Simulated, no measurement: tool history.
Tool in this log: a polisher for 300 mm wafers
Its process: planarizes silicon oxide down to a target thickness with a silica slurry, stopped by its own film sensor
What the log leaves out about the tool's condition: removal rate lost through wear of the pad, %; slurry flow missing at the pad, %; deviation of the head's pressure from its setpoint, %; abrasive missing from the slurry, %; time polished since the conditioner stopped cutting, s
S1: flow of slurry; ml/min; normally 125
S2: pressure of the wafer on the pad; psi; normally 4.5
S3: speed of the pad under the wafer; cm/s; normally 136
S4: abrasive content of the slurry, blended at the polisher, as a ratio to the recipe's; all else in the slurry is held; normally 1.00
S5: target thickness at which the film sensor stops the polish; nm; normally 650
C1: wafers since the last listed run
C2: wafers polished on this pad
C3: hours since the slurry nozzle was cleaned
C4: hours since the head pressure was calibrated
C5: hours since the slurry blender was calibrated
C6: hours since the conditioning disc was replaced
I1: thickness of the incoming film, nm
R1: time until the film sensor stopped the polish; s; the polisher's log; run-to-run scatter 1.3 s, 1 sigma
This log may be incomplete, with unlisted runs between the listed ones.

{"run": 1, "hour": 0.0, "S1": 125, "S2": 4.5, "S3": 136, "S4": 1.0, "S5": 650, "C1": 0, "C2": 2851, "C3": 343.2, "C4": 369.6, "C5": 303.7, "C6": 132.9, "I1": 1042.8, "R1": 125.2}
{"run": 2, "hour": 41.7, "S1": 125, "S2": 5.3, "S3": 114, "S4": 1.0, "S5": 650, "C1": 500, "C2": 3352, "C3": 384.9, "C4": 411.3, "C5": 345.4, "C6": 174.6, "I1": 1034.6, "R1": 119.5}
{"run": 3, "hour": 78.2, "S1": 125, "S2": 5.3, "S3": 114, "S4": 1.0, "S5": 650, "C1": 438, "C2": 3791, "C3": 421.4, "C4": 447.8, "C5": 381.9, "C6": 211.1, "I1": 1033.4, "R1": 123.5}
{"hour": 116.0, "done": "worn pad replaced by a new one"}
{"hour": 122.6, "done": "slurry blender recalibrated"}
{"run": 4, "hour": 141.5, "S1": 125, "S2": 4.5, "S3": 136, "S4": 1.2, "S5": 650, "C1": 688, "C2": 282, "C3": 484.7, "C4": 511.1, "C5": 18.9, "C6": 274.4, "I1": 1043.3, "R1": 111.8}
{"run": 5, "hour": 166.0, "S1": 125, "S2": 4.5, "S3": 136, "S4": 1.0, "S5": 650, "C1": 294, "C2": 576, "C3": 509.2, "C4": 535.6, "C5": 43.4, "C6": 298.9, "I1": 1040.6, "R1": 118.6}
{"hour": 205.2, "done": "conditioning disc replaced and pad reconditioned"}
{"run": 6, "hour": 214.6, "S1": 125, "S2": 4.5, "S3": 136, "S4": 0.8, "S5": 611, "C1": 559, "C2": 1136, "C3": 557.8, "C4": 584.2, "C5": 92.0, "C6": 9.4, "I1": 1039.5, "R1": 143.8}
{"hour": 218.9, "done": "slurry nozzle cleaned"}
{"run": 7, "hour": 359.9, "S1": 125, "S2": 4.5, "S3": 136, "S4": 0.8, "S5": 611, "C1": 1733, "C2": 2870, "C3": 141.0, "C4": 729.5, "C5": 237.3, "C6": 154.7, "I1": 1048.9, "R1": 137.2}
{"run": 8, "hour": 429.7, "S1": 125, "S2": 4.5, "S3": 136, "S4": 1.0, "S5": 650, "C1": 838, "C2": 3708, "C3": 210.8, "C4": 799.3, "C5": 307.1, "C6": 224.5, "I1": 1038.1, "R1": 120.1}
{"hour": 471.5, "done": "worn pad replaced by a new one"}
{"run": 9, "hour": 484.2, "S1": 125, "S2": 4.5, "S3": 136, "S4": 1.0, "S5": 650, "C1": 606, "C2": 152, "C3": 265.3, "C4": 853.8, "C5": 361.6, "C6": 279.0, "I1": 1027.6, "R1": 117.1}
{"run": 10, "hour": 530.8, "S1": 125, "S2": 4.5, "S3": 136, "S4": 1.0, "S5": 650, "C1": 559, "C2": 712, "C3": 311.9, "C4": 900.4, "C5": 408.2, "C6": 325.6, "I1": 1038.1, "R1": 130.0}
{"hour": 586.4, "done": "conditioning disc replaced and pad reconditioned"}
{"run": 11, "hour": 595.3, "S1": 125, "S2": 4.5, "S3": 136, "S4": 1.0, "S5": 650, "C1": 750, "C2": 1463, "C3": 376.4, "C4": 964.9, "C5": 472.7, "C6": 8.9, "I1": 1043.3, "R1": 136.6}
{"hour": 617.1, "done": "head pressure recalibrated"}
{"hour": 633.7, "done": "slurry blender recalibrated"}
{"run": 12, "hour": 646.9, "S1": 170, "S2": 4.5, "S3": 136, "S4": 1.0, "S5": 650, "C1": 571, "C2": 2034, "C3": 428.0, "C4": 29.8, "C5": 13.2, "C6": 60.5, "I1": 1023.7, "R1": 101.5}
{"run": 13, "hour": 709.3, "S1": 125, "S2": 4.5, "S3": 136, "S4": 1.0, "S5": 650, "C1": 749, "C2": 2784, "C3": 490.4, "C4": 92.2, "C5": 75.6, "C6": 122.9, "I1": 1046.0, "R1": 119.3}
{"hour": 762.1, "done": "worn pad replaced by a new one"}
{"run": 14, "hour": 763.8, "S1": 85, "S2": 5.8, "S3": 136, "S4": 1.0, "S5": 710, "C1": 606, "C2": 21, "C3": 544.9, "C4": 146.7, "C5": 130.1, "C6": 177.4, "I1": 1053.6, "R1": 95.7}
{"hour": 786.0, "done": "slurry nozzle cleaned"}
{"run": 15, "hour": 800.7, "S1": 125, "S2": 4.5, "S3": 136, "S4": 1.1, "S5": 650, "C1": 431, "C2": 452, "C3": 14.7, "C4": 183.6, "C5": 167.0, "C6": 214.3, "I1": 1059.3, "R1": 104.0}
{"hour": 912.7, "done": "conditioning disc replaced and pad reconditioned"}
{"run": 16, "hour": 1016.3, "S1": 125, "S2": 3.8, "S3": 136, "S4": 1.0, "S5": 650, "C1": 2566, "C2": 3018, "C3": 230.3, "C4": 399.2, "C5": 382.6, "C6": 103.6, "I1": 1027.9, "R1": 136.3}
{"hour": 1060.4, "done": "slurry blender recalibrated"}
{"run": 17, "hour": 1080.7, "S1": 125, "S2": 2.9, "S3": 178, "S4": 1.1, "S5": 543, "C1": 749, "C2": 3768, "C3": 294.7, "C4": 463.6, "C5": 20.3, "C6": 168.0, "I1": 1033.7, "R1": 171.6}
{"run": 18, "hour": 1125.2, "S1": 140, "S2": 3.9, "S3": 136, "S4": 0.75, "S5": 650, "C1": 534, "C2": 4302, "C3": 339.2, "C4": 508.1, "C5": 64.8, "C6": 212.5, "I1": 1034.0, "R1": 137.8}
{"hour": 1131.2, "done": "worn pad replaced by a new one"}
{"run": 19, "hour": 1194.2, "S1": 125, "S2": 4.5, "S3": 136, "S4": 1.0, "S5": 650, "C1": 780, "C2": 757, "C3": 408.2, "C4": 577.1, "C5": 133.8, "C6": 281.5, "I1": 1043.3, "R1": 118.7}
{"hour": 1200.2, "done": "conditioning disc replaced and pad reconditioned"}
{"run": 20, "hour": 1221.6, "S1": 125, "S2": 4.5, "S3": 136, "S4": 1.0, "S5": 750, "C1": 305, "C2": 1062, "C3": 435.6, "C4": 604.5, "C5": 161.2, "C6": 21.4, "I1": 1043.4, "R1": 87.7}
{"run": 21, "hour": 1268.5, "S1": 95, "S2": 4.5, "S3": 136, "S4": 1.0, "S5": 756, "C1": 563, "C2": 1625, "C3": 482.5, "C4": 651.4, "C5": 208.1, "C6": 68.3, "I1": 1049.3, "R1": 100.8}
{"run": 22, "hour": 1329.1, "S1": 125, "S2": 4.5, "S3": 136, "S4": 1.0, "S5": 650, "C1": 728, "C2": 2353, "C3": 543.1, "C4": 712.0, "C5": 268.7, "C6": 128.9, "I1": 1050.1, "R1": 127.9}
{"run": 23, "hour": 1365.3, "S1": 125, "S2": 4.5, "S3": 136, "S4": 1.0, "S5": 650, "C1": 434, "C2": 2788, "C3": 579.3, "C4": 748.2, "C5": 304.9, "C6": 165.1, "I1": 1035.7, "R1": 121.9}
{"hour": 1394.3, "done": "slurry nozzle cleaned"}
{"run": 24, "hour": 1410.5, "S1": 95, "S2": 3.0, "S3": 152, "S4": 1.25, "S5": 650, "C1": 531, "C2": 3319, "C3": 16.2, "C4": 793.4, "C5": 350.1, "C6": 210.3, "I1": 1017.2, "R1": 140.9}
{"hour": 1423.8, "done": "worn pad replaced by a new one"}
{"run": 25, "hour": 1440.0, "S1": 125, "S2": 4.5, "S3": 136, "S4": 1.0, "S5": 650, "C1": 306, "C2": 195, "C3": 45.7, "C4": 822.9, "C5": 379.6, "C6": 239.8, "I1": 1019.7, "R1": 110.0}
{"run": 26, "hour": 1468.8, "S1": 125, "S2": 4.5, "S3": 136, "S4": 1.0, "S5": 650, "C1": 345, "C2": 541, "C3": 74.5, "C4": 851.7, "C5": 408.4, "C6": 268.6, "I1": 1048.8, "R1": 121.4}

Forecast each of these 3 alternatives for the next run:
{"run": "A", "hour": 1469.2, "S1": 125, "S2": 4.5, "S3": 136, "S4": 1.0, "S5": 650, "C1": 4, "C2": 545, "C3": 74.9, "C4": 852.1, "C5": 408.8, "C6": 269.0, "I1": 1046.2, "R1": "?"}
{"run": "B", "hour": 1469.2, "S1": 170, "S2": 5.7, "S3": 92, "S4": 1.25, "S5": 650, "C1": 4, "C2": 545, "C3": 74.9, "C4": 852.1, "C5": 408.8, "C6": 269.0, "I1": 1046.2, "R1": "?"}
{"run": "C", "hour": 1469.2, "S1": 110, "S2": 4.5, "S3": 136, "S4": 1.25, "S5": 604, "C1": 4, "C2": 545, "C3": 74.9, "C4": 852.1, "C5": 408.8, "C6": 269.0, "I1": 1046.2, "R1": "?"}

run=A R1=120.0
run=B R1=109.7
run=C R1=126.7
The same runs, with their run-to-run variation unchanged, on a tool lacking any hidden condition would have given:
run=A R1=99.3
run=B R1=93.2
run=C R1=105.3
